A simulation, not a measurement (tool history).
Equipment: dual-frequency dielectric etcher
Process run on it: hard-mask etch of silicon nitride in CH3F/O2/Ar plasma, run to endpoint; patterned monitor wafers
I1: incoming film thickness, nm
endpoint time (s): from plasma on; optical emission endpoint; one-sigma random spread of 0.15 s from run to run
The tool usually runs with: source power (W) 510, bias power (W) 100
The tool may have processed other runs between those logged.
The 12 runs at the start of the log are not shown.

{"run": 13, "day": 43.221, "source power (W)": 570, "bias power (W)": 100, "I1": 29.08, "endpoint time (s)": 33.3}
{"run": 14, "day": 45.129, "source power (W)": 640, "bias power (W)": 100, "I1": 29.12, "endpoint time (s)": 31.9}
{"run": 15, "day": 46.879, "source power (W)": 510, "bias power (W)": 120, "I1": 28.66, "endpoint time (s)": 32.2}
{"day": 50.092, "done": "wet clean of the chamber"}
{"run": 16, "day": 50.112, "source power (W)": 510, "bias power (W)": 100, "I1": 28.79, "endpoint time (s)": 34.7}
{"run": 17, "day": 52.033, "source power (W)": 630, "bias power (W)": 89, "I1": 28.98, "endpoint time (s)": 33.4}
{"day": 52.242, "done": "source power generator calibrated"}
{"run": 18, "day": 53.121, "source power (W)": 400, "bias power (W)": 86, "I1": 29.01, "endpoint time (s)": 40.7}
{"run": 19, "day": 55.083, "source power (W)": 560, "bias power (W)": 116, "I1": 28.95, "endpoint time (s)": 31.8}
{"run": 20, "day": 58.038, "source power (W)": 510, "bias power (W)": 100, "I1": 29.24, "endpoint time (s)": 35}
{"run": 21, "day": 59.271, "source power (W)": 440, "bias power (W)": 77, "I1": 28.91, "endpoint time (s)": 40.7}
{"run": 22, "day": 60.429, "source power (W)": 510, "bias power (W)": 109, "I1": 29.16, "endpoint time (s)": 33.7}
{"run": 23, "day": 61.921, "source power (W)": 510, "bias power (W)": 115, "I1": 29, "endpoint time (s)": 32.7}
{"run": 24, "day": 63.017, "source power (W)": 510, "bias power (W)": 121, "I1": 28.73, "endpoint time (s)": 32}
{"run": 25, "day": 65.179, "source power (W)": 510, "bias power (W)": 100, "I1": 29.24, "endpoint time (s)": 34.9}
{"run": 26, "day": 66.404, "source power (W)": 550, "bias power (W)": 86, "I1": 29.21, "endpoint time (s)": 36.3}
{"run": 27, "day": 68.021, "source power (W)": 420, "bias power (W)": 100, "I1": 28.95, "endpoint time (s)": 37.5}
{"run": 28, "day": 69.479, "source power (W)": 420, "bias power (W)": 85, "I1": 28.71, "endpoint time (s)": 39.5}
{"run": 29, "day": 70.738, "source power (W)": 570, "bias power (W)": 115, "I1": 29.01, "endpoint time (s)": 31.6}
{"run": 30, "day": 72.679, "source power (W)": 510, "bias power (W)": 100, "I1": 28.91, "endpoint time (s)": 34.6}
{"day": 75.521, "done": "wet clean of the chamber"}
{"run": 31, "day": 75.542, "source power (W)": 560, "bias power (W)": 100, "I1": 29.19, "endpoint time (s)": 33.5}
{"run": 32, "day": 77.654, "source power (W)": 540, "bias power (W)": 111, "I1": 28.98, "endpoint time (s)": 32.7}
{"run": 33, "day": 80.517, "source power (W)": 620, "bias power (W)": 116, "I1": 29.18, "endpoint time (s)": 30.5}
{"run": 34, "day": 81.721, "source power (W)": 510, "bias power (W)": 100, "I1": 29, "endpoint time (s)": 34.4}

Below are 5 alternative next runs, each starting from the tool's condition after run 34. Predict each:
{"run": "A", "day": 81.738, "source power (W)": 440, "bias power (W)": 100, "I1": 28.79, "endpoint time (s)": "?"}
{"run": "B", "day": 81.738, "source power (W)": 510, "bias power (W)": 88, "I1": 28.79, "endpoint time (s)": "?"}
{"run": "C", "day": 81.738, "source power (W)": 440, "bias power (W)": 88, "I1": 28.79, "endpoint time (s)": "?"}
{"run": "D", "day": 81.738, "source power (W)": 510, "bias power (W)": 79, "I1": 28.79, "endpoint time (s)": "?"}
{"run": "E", "day": 81.738, "source power (W)": 470, "bias power (W)": 81, "I1": 28.79, "endpoint time (s)": "?"}

run=A endpoint_time_(s)=36.5
run=B endpoint_time_(s)=36.2
run=C endpoint_time_(s)=38.4
run=D endpoint_time_(s)=37.8
run=E endpoint_time_(s)=38.7
With the hidden condition removed and each run's random variation left untouched, the same runs would have given:
run=A endpoint_time_(s)=36.7
run=B endpoint_time_(s)=36.4
run=C endpoint_time_(s)=38.6
run=D endpoint_time_(s)=38
run=E endpoint_time_(s)=38.9
